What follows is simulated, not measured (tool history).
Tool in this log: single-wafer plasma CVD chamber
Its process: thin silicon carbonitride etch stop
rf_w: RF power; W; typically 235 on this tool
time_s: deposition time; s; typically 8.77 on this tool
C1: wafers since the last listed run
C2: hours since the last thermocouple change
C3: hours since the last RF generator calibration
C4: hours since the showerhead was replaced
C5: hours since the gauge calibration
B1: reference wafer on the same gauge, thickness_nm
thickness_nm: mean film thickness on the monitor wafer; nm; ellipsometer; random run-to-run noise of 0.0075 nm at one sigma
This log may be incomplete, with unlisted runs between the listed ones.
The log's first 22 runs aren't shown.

Run 23, hour 307.7: usual settings but rf_w 210 W, time_s 8.14 s; C1 529; C2 136.8; C3 103.5; C4 31; C5 142.3; B1 5.209. Result: thickness_nm 4.459 nm.
Run 24, hour 320.1: usual settings but rf_w 270 W, time_s 10.38 s; C1 381; C2 149.2; C3 115.9; C4 43.4; C5 154.7; B1 5.211. Result: thickness_nm 6.131 nm.
Run 25, hour 334.7: usual settings; C1 449; C2 163.8; C3 130.5; C4 58; C5 169.3; B1 5.211. Result: thickness_nm 4.988 nm.
Run 26, hour 342: usual settings but rf_w 255 W, time_s 7.76 s; C1 224; C2 171.1; C3 137.8; C4 65.3; C5 176.6; B1 5.212. Result: thickness_nm 4.512 nm.
Run 27, hour 350.9: usual settings but rf_w 215 W, time_s 7.26 s; C1 274; C2 180; C3 146.7; C4 74.2; C5 185.5; B1 5.211. Result: thickness_nm 4.015 nm.
Run 28, hour 371.8: usual settings but time_s 9.27 s; C1 643; C2 200.9; C3 167.6; C4 95.1; C5 206.4; B1 5.212. Result: thickness_nm 5.258 nm.
Run 29, hour 384.4: usual settings but rf_w 245 W, time_s 7.41 s; C1 388; C2 213.5; C3 180.2; C4 107.7; C5 219; B1 5.21. Result: thickness_nm 4.246 nm.
Run 30, hour 396: usual settings but time_s 7.54 s; C1 357; C2 225.1; C3 191.8; C4 119.3; C5 230.6; B1 5.209. Result: thickness_nm 4.27 nm.
Run 31, hour 408.3: usual settings but rf_w 265 W, time_s 9.39 s; C1 378; C2 237.4; C3 204.1; C4 131.6; C5 242.9; B1 5.209. Result: thickness_nm 5.5 nm.
Run 32, hour 415.9: usual settings but time_s 7.92 s; C1 234; C2 245; C3 211.7; C4 139.2; C5 250.5; B1 5.209. Result: thickness_nm 4.48 nm.
Run 33, hour 429.4: usual settings but rf_w 280 W, time_s 7.96 s; C1 415; C2 258.5; C3 225.2; C4 152.7; C5 264; B1 5.21. Result: thickness_nm 4.719 nm.
Run 34, hour 441.4: usual settings; C1 369; C2 270.5; C3 237.2; C4 164.7; C5 276; B1 5.209. Result: thickness_nm 4.958 nm.

5 options for the next run, each taken on its own from the tool as it stands now. Forecast them:
Run A, hour 441.8: usual settings; C1 12; C2 270.9; C3 237.6; C4 165.1; C5 276.4; B1 ?. Result: thickness_nm ?.
Run B, hour 441.8: usual settings but rf_w 205 W, time_s 9.24 s; C1 12; C2 270.9; C3 237.6; C4 165.1; C5 276.4; B1 ?. Result: thickness_nm ?.
Run C, hour 441.8: usual settings but rf_w 210 W, time_s 9.54 s; C1 12; C2 270.9; C3 237.6; C4 165.1; C5 276.4; B1 ?. Result: thickness_nm ?.
Run D, hour 441.8: usual settings but time_s 10.24 s; C1 12; C2 270.9; C3 237.6; C4 165.1; C5 276.4; B1 ?. Result: thickness_nm ?.
Run E, hour 441.8: usual settings but rf_w 225 W, time_s 7.36 s; C1 12; C2 270.9; C3 237.6; C4 165.1; C5 276.4; B1 ?. Result: thickness_nm ?.

run    B1  thickness_nm
  A  5.21         4.962
  B  5.21         5.029
  C  5.21         5.228
  D  5.21         5.794
  E  5.21         4.113
Stripped of hidden state, with their random variation kept, the same runs would have yielded:
run  thickness_nm
  A         5.007
  B         5.074
  C         5.275
  D         5.846
  E          4.15
